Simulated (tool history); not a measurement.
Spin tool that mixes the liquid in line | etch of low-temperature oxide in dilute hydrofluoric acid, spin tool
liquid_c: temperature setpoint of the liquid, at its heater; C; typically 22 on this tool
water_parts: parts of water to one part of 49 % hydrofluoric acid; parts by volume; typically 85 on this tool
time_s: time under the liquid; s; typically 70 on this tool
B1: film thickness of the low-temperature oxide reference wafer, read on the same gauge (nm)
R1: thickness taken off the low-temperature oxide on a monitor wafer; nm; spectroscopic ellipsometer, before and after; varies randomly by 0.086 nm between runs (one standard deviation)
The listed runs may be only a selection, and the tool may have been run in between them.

{"run": 1, "day": 0.0, "liquid_c": 22, "water_parts": 85, "time_s": 70, "B1": 79.98, "R1": 27.11}
{"run": 2, "day": 0.442, "liquid_c": 22, "water_parts": 85, "time_s": 70, "B1": 79.98, "R1": 27.04}
{"run": 3, "day": 0.954, "liquid_c": 22, "water_parts": 85, "time_s": 70, "B1": 80, "R1": 27.13}
{"run": 4, "day": 1.483, "liquid_c": 22, "water_parts": 65, "time_s": 80, "B1": 80, "R1": 41.51}
{"run": 5, "day": 1.912, "liquid_c": 22, "water_parts": 75, "time_s": 70, "B1": 80, "R1": 31.18}
{"run": 6, "day": 2.654, "liquid_c": 22, "water_parts": 85, "time_s": 70, "B1": 80, "R1": 27.11}
{"run": 7, "day": 3.358, "liquid_c": 22, "water_parts": 85, "time_s": 45, "B1": 80, "R1": 17.43}
{"run": 8, "day": 3.921, "liquid_c": 22, "water_parts": 85, "time_s": 45, "B1": 80, "R1": 17.43}
{"run": 9, "day": 4.612, "liquid_c": 22, "water_parts": 85, "time_s": 70, "B1": 80, "R1": 26.99}
{"run": 10, "day": 5.083, "liquid_c": 22, "water_parts": 85, "time_s": 70, "B1": 80.02, "R1": 27.22}
{"run": 11, "day": 5.6, "liquid_c": 22, "water_parts": 70, "time_s": 95, "B1": 80.02, "R1": 45.58}
{"day": 5.662, "done": "gauge calibrated"}
{"run": 12, "day": 6.033, "liquid_c": 22, "water_parts": 70, "time_s": 95, "B1": 79.98, "R1": 45.44}
{"day": 6.496, "done": "hydrofluoric acid flow meter replaced"}
{"run": 13, "day": 6.762, "liquid_c": 22, "water_parts": 70, "time_s": 95, "B1": 80.02, "R1": 45.51}
{"run": 14, "day": 7.421, "liquid_c": 22, "water_parts": 75, "time_s": 85, "B1": 80.01, "R1": 37.83}
{"run": 15, "day": 7.742, "liquid_c": 18.5, "water_parts": 65, "time_s": 105, "B1": 79.99, "R1": 47.1}
{"day": 7.983, "done": "thermometer replaced"}
{"run": 16, "day": 8.058, "liquid_c": 22, "water_parts": 75, "time_s": 70, "B1": 79.99, "R1": 30.94}
{"run": 17, "day": 8.646, "liquid_c": 22, "water_parts": 85, "time_s": 70, "B1": 79.99, "R1": 27.08}
{"run": 18, "day": 8.908, "liquid_c": 22, "water_parts": 85, "time_s": 95, "B1": 80, "R1": 36.74}
{"run": 19, "day": 9.558, "liquid_c": 22, "water_parts": 85, "time_s": 70, "B1": 80, "R1": 26.97}
{"run": 20, "day": 10.125, "liquid_c": 22, "water_parts": 110, "time_s": 55, "B1": 79.98, "R1": 15.9}
{"run": 21, "day": 10.475, "liquid_c": 18, "water_parts": 100, "time_s": 110, "B1": 79.96, "R1": 30.24}
{"run": 22, "day": 10.912, "liquid_c": 26.5, "water_parts": 70, "time_s": 70, "B1": 80.03, "R1": 40.13}
{"run": 23, "day": 11.446, "liquid_c": 22, "water_parts": 85, "time_s": 70, "B1": 80.01, "R1": 26.92}
{"run": 24, "day": 12.025, "liquid_c": 17.5, "water_parts": 85, "time_s": 70, "B1": 80.01, "R1": 22.46}
{"run": 25, "day": 12.304, "liquid_c": 22, "water_parts": 70, "time_s": 55, "B1": 79.96, "R1": 26.21}

Run 26 comes next. What will it give?
{"run": 26, "day": 12.975, "liquid_c": 22, "water_parts": 85, "time_s": 40, "B1": "?", "R1": "?"}

B1: 80
R1: 15.53 nm
Minus the tool's unlogged condition, the same run would have read R1 15.53 nm.
